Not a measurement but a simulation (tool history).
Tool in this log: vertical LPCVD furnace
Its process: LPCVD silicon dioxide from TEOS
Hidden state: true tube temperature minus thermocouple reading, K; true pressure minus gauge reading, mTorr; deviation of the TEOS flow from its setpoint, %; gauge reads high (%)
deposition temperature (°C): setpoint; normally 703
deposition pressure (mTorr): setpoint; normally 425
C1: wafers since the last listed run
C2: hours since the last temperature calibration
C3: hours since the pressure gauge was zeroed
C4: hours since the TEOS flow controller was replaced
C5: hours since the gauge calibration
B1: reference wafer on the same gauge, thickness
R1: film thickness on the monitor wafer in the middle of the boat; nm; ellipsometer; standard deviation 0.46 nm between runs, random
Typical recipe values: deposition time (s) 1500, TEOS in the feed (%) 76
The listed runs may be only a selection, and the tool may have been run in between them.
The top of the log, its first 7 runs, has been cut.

Run 8, hour 82.8: usual settings; C1 342; C2 4670.9; C3 5000.9; C4 2177.4; C5 273.1; B1 199.01. Result: R1 261.13 nm.
Run 9, hour 89.7: usual settings; C1 113; C2 4677.8; C3 5007.8; C4 2184.3; C5 280.0; B1 198.99. Result: R1 261.54 nm.
Run 10, hour 98.9: usual settings; C1 150; C2 4687.0; C3 5017.0; C4 2193.5; C5 289.2; B1 198.98. Result: R1 261.30 nm.
Run 11, hour 111.8: usual settings; C1 211; C2 4699.9; C3 5029.9; C4 2206.4; C5 302.1; B1 199.04. Result: R1 261.56 nm.
At hour 139.5: thermocouples replaced and temperature profile calibrated.
Run 12, hour 140.0: usual settings; C1 68; C2 0.5; C3 5058.1; C4 2234.6; C5 330.3; B1 198.94. Result: R1 233.79 nm.
Run 13, hour 143.4: usual settings but deposition temperature (°C) 698, deposition pressure (mTorr) 340, deposition time (s) 1950, TEOS in the feed (%) 84; C1 55; C2 3.9; C3 5061.5; C4 2238.0; C5 333.7; B1 198.99. Result: R1 255.19 nm.
Run 14, hour 147.9: usual settings but deposition temperature (°C) 693, TEOS in the feed (%) 68; C1 73; C2 8.4; C3 5066.0; C4 2242.5; C5 338.2; B1 198.98. Result: R1 175.92 nm.
Run 15, hour 165.4: usual settings but deposition temperature (°C) 696, deposition pressure (mTorr) 345; C1 287; C2 25.9; C3 5083.5; C4 2260.0; C5 355.7; B1 199.05. Result: R1 179.32 nm.
Run 16, hour 183.6: usual settings but deposition temperature (°C) 692, deposition pressure (mTorr) 505, TEOS in the feed (%) 65; C1 298; C2 44.1; C3 5101.7; C4 2278.2; C5 373.9; B1 199.00. Result: R1 182.43 nm.
Run 17, hour 190.5: usual settings but deposition temperature (°C) 708, deposition pressure (mTorr) 490; C1 113; C2 51.0; C3 5108.6; C4 2285.1; C5 380.8; B1 198.94. Result: R1 283.08 nm.
At hour 220.5: pressure gauge zeroed.
Run 18, hour 221.0: usual settings; C1 106; C2 81.5; C3 0.5; C4 2315.6; C5 411.3; B1 198.96. Result: R1 234.49 nm.
Run 19, hour 224.4: usual settings but deposition temperature (°C) 695, deposition time (s) 2070, TEOS in the feed (%) 64; C1 55; C2 84.9; C3 3.9; C4 2319.0; C5 414.7; B1 199.00. Result: R1 245.80 nm.
Run 20, hour 229.9: usual settings but deposition temperature (°C) 708, TEOS in the feed (%) 88; C1 90; C2 90.4; C3 9.4; C4 2324.5; C5 420.2; B1 198.93. Result: R1 282.78 nm.
At hour 268.4: TEOS flow controller replaced.
Run 21, hour 268.9: usual settings; C1 246; C2 129.4; C3 48.4; C4 0.5; C5 459.2; B1 198.99. Result: R1 234.46 nm.
Run 22, hour 272.2: usual settings but deposition temperature (°C) 697, deposition pressure (mTorr) 505; C1 54; C2 132.7; C3 51.7; C4 3.8; C5 462.5; B1 198.97. Result: R1 221.85 nm.
Run 23, hour 304.2: usual settings but deposition temperature (°C) 707, deposition pressure (mTorr) 385; C1 524; C2 164.7; C3 83.7; C4 35.8; C5 494.5; B1 199.06. Result: R1 244.27 nm.
At hour 304.2: gauge calibrated.
Run 24, hour 318.2: usual settings but deposition temperature (°C) 691, deposition pressure (mTorr) 460, deposition time (s) 960, TEOS in the feed (%) 83; C1 229; C2 178.7; C3 97.7; C4 49.8; C5 14.0; B1 198.97. Result: R1 123.66 nm.
Run 25, hour 330.5: usual settings but deposition temperature (°C) 707, deposition time (s) 1050, TEOS in the feed (%) 85; C1 201; C2 191.0; C3 110.0; C4 62.1; C5 26.3; B1 199.03. Result: R1 190.50 nm.
Run 26, hour 347.5: usual settings but deposition pressure (mTorr) 395, deposition time (s) 1980, TEOS in the feed (%) 84; C1 278; C2 208.0; C3 127.0; C4 79.1; C5 43.3; B1 198.94. Result: R1 313.69 nm.
Run 27, hour 389.4: usual settings but deposition temperature (°C) 695, deposition pressure (mTorr) 395, deposition time (s) 1680, TEOS in the feed (%) 69; C1 687; C2 249.9; C3 168.9; C4 121.0; C5 85.2; B1 198.93. Result: R1 200.29 nm.
Run 28, hour 404.7: usual settings; C1 250; C2 265.2; C3 184.2; C4 136.3; C5 100.5; B1 198.87. Result: R1 233.99 nm.
Run 29, hour 414.7: usual settings; C1 164; C2 275.2; C3 194.2; C4 146.3; C5 110.5; B1 198.95. Result: R1 234.84 nm.
Run 30, hour 450.4: usual settings but deposition time (s) 1830, TEOS in the feed (%) 83; C1 585; C2 310.9; C3 229.9; C4 182.0; C5 146.2; B1 198.91. Result: R1 299.28 nm.
Run 31, hour 459.2: usual settings but deposition pressure (mTorr) 500, TEOS in the feed (%) 70; C1 144; C2 319.7; C3 238.7; C4 190.8; C5 155.0; B1 198.95. Result: R1 244.23 nm.

Here are 4 independent what-if runs from the current tool condition. What would each one return?
Run A, hour 462.7: usual settings; C1 57; C2 323.2; C3 242.2; C4 194.3; C5 158.5; B1 ?. Result: R1 ?.
Run B, hour 462.7: usual settings but deposition temperature (°C) 698, deposition time (s) 1290; C1 57; C2 323.2; C3 242.2; C4 194.3; C5 158.5; B1 ?. Result: R1 ?.
Run C, hour 462.7: usual settings but deposition temperature (°C) 692, deposition pressure (mTorr) 390, TEOS in the feed (%) 83; C1 57; C2 323.2; C3 242.2; C4 194.3; C5 158.5; B1 ?. Result: R1 ?.
Run D, hour 462.7: usual settings but deposition temperature (°C) 712, deposition pressure (mTorr) 530; C1 57; C2 323.2; C3 242.2; C4 194.3; C5 158.5; B1 ?. Result: R1 ?.

run      B1      R1
  A  198.98  234.82
  B  198.98  179.82
  C  198.98  181.82
  D  198.98  322.17
With no hidden state in the tool, these same runs would have given:
run      R1
  A  231.86
  B  177.53
  C  179.47
  D  318.18

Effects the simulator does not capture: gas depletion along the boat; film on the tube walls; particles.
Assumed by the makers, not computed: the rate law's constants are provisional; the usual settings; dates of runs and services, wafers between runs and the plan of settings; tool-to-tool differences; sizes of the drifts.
